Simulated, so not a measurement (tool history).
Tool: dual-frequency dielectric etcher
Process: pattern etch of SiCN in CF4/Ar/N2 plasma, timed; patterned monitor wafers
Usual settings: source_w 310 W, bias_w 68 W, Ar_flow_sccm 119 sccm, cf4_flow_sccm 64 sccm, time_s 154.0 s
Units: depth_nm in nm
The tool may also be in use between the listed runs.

run	hour	source_w	bias_w	Ar_flow_sccm	cf4_flow_sccm	time_s	wafers since the last listed run	hours since the last wet clean	hours since the last source power generator calibration	hours since the last bias power generator calibration	hours since the last Ar flow controller change	hours since the last CF4 flow controller change	hours since the last upper electrode change	hours since the gauge calibration	read-back reference wafer on the same gauge, depth_nm	depth_nm
1	0.0	310	68	119	64	154.0	0	400.3	2460.9	2371.3	93.3	49.7	76.7	24.4	78.9	83.3
# hour 16.8: source power generator calibrated
2	27.2	310	68	119	64	154.0	161	427.5	10.4	2398.5	120.5	76.9	103.9	51.6	79.0	83.4
3	41.3	310	72	119	49	128.5	98	441.6	24.5	2412.6	134.6	91.0	118.0	65.7	78.6	67.3
4	49.3	310	68	95	73	154.0	55	449.6	32.5	2420.6	142.6	99.0	126.0	73.7	78.8	86.4
5	57.5	310	68	119	55	154.0	57	457.8	40.7	2428.8	150.8	107.2	134.2	81.9	78.8	80.6
# hour 84.1: wet clean of the chamber
6	95.6	380	68	119	56	154.0	98	11.5	78.8	2466.9	188.9	145.3	172.3	120.0	78.7	106.2
7	105.1	310	68	119	64	154.0	66	21.0	88.3	2476.4	198.4	154.8	181.8	129.5	78.8	88.2
8	114.5	310	68	119	64	154.0	65	30.4	97.7	2485.8	207.8	164.2	191.2	138.9	78.7	87.6
# hour 168.6: bias power generator calibrated
9	169.1	260	68	119	72	154.0	351	85.0	152.3	0.5	262.4	218.8	245.8	193.5	78.9	73.6
10	176.5	310	59	97	71	185.5	51	92.4	159.7	7.9	269.8	226.2	253.2	200.9	78.8	103.5
11	184.4	260	63	119	64	120.5	54	100.3	167.6	15.8	277.7	234.1	261.1	208.8	78.9	55.0
12	190.7	310	68	119	64	154.0	43	106.6	173.9	22.1	284.0	240.4	267.4	215.1	78.9	87.6
13	209.1	360	81	108	64	113.5	127	125.0	192.3	40.5	302.4	258.8	285.8	233.5	78.8	81.0
14	216.2	310	68	119	64	154.0	49	132.1	199.4	47.6	309.5	265.9	292.9	240.6	78.8	87.0
15	233.6	270	80	119	77	116.5	120	149.5	216.8	65.0	326.9	283.3	310.3	258.0	78.9	62.0
16	247.6	310	68	119	51	154.0	97	163.5	230.8	79.0	340.9	297.3	324.3	272.0	78.7	82.8
17	257.3	310	68	119	50	132.5	67	173.2	240.5	88.7	350.6	307.0	334.0	281.7	78.9	71.6
18	265.6	310	68	119	64	154.0	57	181.5	248.8	97.0	358.9	315.3	342.3	290.0	78.8	87.3
19	275.9	340	68	119	64	110.5	71	191.8	259.1	107.3	369.2	325.6	352.6	300.3	78.6	68.2
20	291.9	310	68	119	64	154.0	111	207.8	275.1	123.3	385.2	341.6	368.6	316.3	78.7	86.5
21	299.7	310	68	119	64	154.0	54	215.6	282.9	131.1	393.0	349.4	376.4	324.1	78.9	86.1

5 ways to go on from here, each from the tool as it stands after run 21. What would each give?
A	300.2	310	68	119	64	154.0	3	216.1	283.4	131.6	393.5	349.9	376.9	324.6	?	?
B	300.2	270	68	119	64	154.0	3	216.1	283.4	131.6	393.5	349.9	376.9	324.6	?	?
C	300.2	310	68	119	59	154.0	3	216.1	283.4	131.6	393.5	349.9	376.9	324.6	?	?
D	300.2	310	77	119	64	154.0	3	216.1	283.4	131.6	393.5	349.9	376.9	324.6	?	?
E	300.2	310	79	119	64	186.0	3	216.1	283.4	131.6	393.5	349.9	376.9	324.6	?	?

run	read-back reference wafer on the same gauge, depth_nm	depth_nm
A	78.9	86.1
B	78.9	74.4
C	78.9	84.9
D	78.9	90.5
E	78.9	110.5
Without the tool's hidden state the same runs would have given:
run	depth_nm
A	87.7
B	75.7
C	86.5
D	92.2
E	112.5

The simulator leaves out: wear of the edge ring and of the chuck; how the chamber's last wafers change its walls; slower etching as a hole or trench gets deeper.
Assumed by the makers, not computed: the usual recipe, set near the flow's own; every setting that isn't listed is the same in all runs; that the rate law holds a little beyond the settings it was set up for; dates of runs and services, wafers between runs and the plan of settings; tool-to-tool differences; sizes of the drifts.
